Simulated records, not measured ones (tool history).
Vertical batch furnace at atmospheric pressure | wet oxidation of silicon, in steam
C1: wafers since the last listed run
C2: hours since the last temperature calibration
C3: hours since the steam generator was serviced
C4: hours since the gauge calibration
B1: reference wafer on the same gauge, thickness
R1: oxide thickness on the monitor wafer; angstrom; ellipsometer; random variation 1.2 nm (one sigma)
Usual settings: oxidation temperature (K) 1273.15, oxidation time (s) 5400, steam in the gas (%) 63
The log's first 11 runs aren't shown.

Run 12, day 28.454: usual settings; C1 348; C2 56.3; C3 2001.3; C4 1821.6; B1 560.37. Result: R1 5118.8 angstrom.
Run 13, day 30.2: usual settings; C1 584; C2 98.2; C3 2043.2; C4 1863.5; B1 559.6. Result: R1 5107.6 angstrom.
Run 14, day 34.342: usual settings but oxidation temperature (K) 1260.15, steam in the gas (%) 59; C1 1387; C2 197.6; C3 2142.6; C4 1962.9; B1 559.63. Result: R1 4555.4 angstrom.
Run 15, day 37.338: usual settings; C1 1003; C2 269.5; C3 2214.5; C4 2034.8; B1 559.75. Result: R1 5110 angstrom.
Run 16, day 39.946: usual settings; C1 873; C2 332.1; C3 2277.1; C4 2097.4; B1 559.8. Result: R1 5116.5 angstrom.
At day 48.175: gauge calibrated.
Run 17, day 48.667: usual settings but oxidation temperature (K) 1290.15; C1 2920; C2 541.4; C3 2486.4; C4 11.8; B1 560.17. Result: R1 5594.5 angstrom.
At day 50.267: steam generator serviced.
Run 18, day 50.65: usual settings but oxidation temperature (K) 1297.15, oxidation time (s) 6510, steam in the gas (%) 52; C1 329; C2 589; C3 9.2; C4 59.4; B1 559.99. Result: R1 5763.4 angstrom.
Run 19, day 52.167: usual settings; C1 507; C2 625.4; C3 45.6; C4 95.8; B1 559.84. Result: R1 5120.2 angstrom.

Forecast run 20:
Run 20, day 53.608: usual settings but oxidation temperature (K) 1280.15, oxidation time (s) 7770, steam in the gas (%) 56; C1 482; C2 660; C3 80.2; C4 130.4; B1 ?. Result: R1 ?.

{"run 20": {"B1": 559.86, "R1": 6134.3}}
Without the tool's hidden state the same run would have given R1 6134.3 angstrom.
